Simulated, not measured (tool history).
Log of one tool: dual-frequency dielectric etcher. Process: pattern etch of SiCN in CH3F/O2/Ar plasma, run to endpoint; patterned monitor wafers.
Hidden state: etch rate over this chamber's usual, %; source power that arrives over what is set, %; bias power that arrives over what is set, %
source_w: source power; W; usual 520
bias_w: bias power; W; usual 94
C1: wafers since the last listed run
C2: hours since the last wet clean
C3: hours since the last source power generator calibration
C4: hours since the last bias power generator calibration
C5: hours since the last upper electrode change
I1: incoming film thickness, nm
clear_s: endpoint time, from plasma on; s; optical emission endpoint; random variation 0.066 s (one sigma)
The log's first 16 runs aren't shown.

{"run": 17, "hour": 243.3, "source_w": 470, "bias_w": 94, "C1": 101, "C2": 497.3, "C3": 2139.7, "C4": 31.7, "C5": 3972.9, "I1": 10.32, "clear_s": 23.6}
{"hour": 275.1, "done": "wet clean of the chamber"}
{"hour": 276.7, "done": "source power generator calibrated"}
{"run": 18, "hour": 277.2, "source_w": 470, "bias_w": 71, "C1": 79, "C2": 2.1, "C3": 0.5, "C4": 65.6, "C5": 4006.8, "I1": 10.31, "clear_s": 24.8}
{"run": 19, "hour": 277.5, "source_w": 520, "bias_w": 82, "C1": 2, "C2": 2.4, "C3": 0.8, "C4": 65.9, "C5": 4007.1, "I1": 10.34, "clear_s": 22.8}
{"run": 20, "hour": 282.0, "source_w": 520, "bias_w": 94, "C1": 43, "C2": 6.9, "C3": 5.3, "C4": 70.4, "C5": 4011.6, "I1": 10.32, "clear_s": 22.1}
{"run": 21, "hour": 288.1, "source_w": 520, "bias_w": 94, "C1": 58, "C2": 13, "C3": 11.4, "C4": 76.5, "C5": 4017.7, "I1": 10.27, "clear_s": 21.9}
{"hour": 323.6, "done": "upper electrode replaced"}
{"run": 22, "hour": 324.1, "source_w": 400, "bias_w": 80, "C1": 114, "C2": 49, "C3": 47.4, "C4": 112.5, "C5": 0.5, "I1": 10.26, "clear_s": 25.2}
{"run": 23, "hour": 324.5, "source_w": 640, "bias_w": 108, "C1": 3, "C2": 49.4, "C3": 47.8, "C4": 112.9, "C5": 0.9, "I1": 10.34, "clear_s": 19.8}
{"run": 24, "hour": 331.8, "source_w": 520, "bias_w": 108, "C1": 69, "C2": 56.7, "C3": 55.1, "C4": 120.2, "C5": 8.2, "I1": 10.32, "clear_s": 21.3}
{"run": 25, "hour": 340.8, "source_w": 610, "bias_w": 76, "C1": 86, "C2": 65.7, "C3": 64.1, "C4": 129.2, "C5": 17.2, "I1": 10.36, "clear_s": 22.1}
{"run": 26, "hour": 351.1, "source_w": 440, "bias_w": 75, "C1": 98, "C2": 76, "C3": 74.4, "C4": 139.5, "C5": 27.5, "I1": 10.28, "clear_s": 25}
{"run": 27, "hour": 359.2, "source_w": 570, "bias_w": 72, "C1": 77, "C2": 84.1, "C3": 82.5, "C4": 147.6, "C5": 35.6, "I1": 10.3, "clear_s": 22.9}
{"run": 28, "hour": 368.3, "source_w": 520, "bias_w": 94, "C1": 87, "C2": 93.2, "C3": 91.6, "C4": 156.7, "C5": 44.7, "I1": 10.23, "clear_s": 21.9}
{"run": 29, "hour": 379.5, "source_w": 600, "bias_w": 74, "C1": 107, "C2": 104.4, "C3": 102.8, "C4": 167.9, "C5": 55.9, "I1": 10.26, "clear_s": 22.3}
{"run": 30, "hour": 395.1, "source_w": 520, "bias_w": 80, "C1": 149, "C2": 120, "C3": 118.4, "C4": 183.5, "C5": 71.5, "I1": 10.21, "clear_s": 22.9}
{"run": 31, "hour": 408.5, "source_w": 630, "bias_w": 106, "C1": 128, "C2": 133.4, "C3": 131.8, "C4": 196.9, "C5": 84.9, "I1": 10.3, "clear_s": 20}
{"run": 32, "hour": 421.1, "source_w": 400, "bias_w": 79, "C1": 120, "C2": 146, "C3": 144.4, "C4": 209.5, "C5": 97.5, "I1": 10.4, "clear_s": 25.9}
{"run": 33, "hour": 434.9, "source_w": 470, "bias_w": 113, "C1": 132, "C2": 159.8, "C3": 158.2, "C4": 223.3, "C5": 111.3, "I1": 10.34, "clear_s": 21.7}

Forecast each of these 4 alternatives for the next run:
{"run": "A", "hour": 435.3, "source_w": 600, "bias_w": 94, "C1": 3, "C2": 160.2, "C3": 158.6, "C4": 223.7, "C5": 111.7, "I1": 10.31, "clear_s": "?"}
{"run": "B", "hour": 435.3, "source_w": 640, "bias_w": 118, "C1": 3, "C2": 160.2, "C3": 158.6, "C4": 223.7, "C5": 111.7, "I1": 10.31, "clear_s": "?"}
{"run": "C", "hour": 435.3, "source_w": 440, "bias_w": 71, "C1": 3, "C2": 160.2, "C3": 158.6, "C4": 223.7, "C5": 111.7, "I1": 10.31, "clear_s": "?"}
{"run": "D", "hour": 435.3, "source_w": 460, "bias_w": 106, "C1": 3, "C2": 160.2, "C3": 158.6, "C4": 223.7, "C5": 111.7, "I1": 10.31, "clear_s": "?"}

run=A clear_s=21.1
run=B clear_s=19.3
run=C clear_s=25.5
run=D clear_s=22.4
Without the tool's hidden state the same runs would have given:
run=A clear_s=20.9
run=B clear_s=19.1
run=C clear_s=25.2
run=D clear_s=22.2
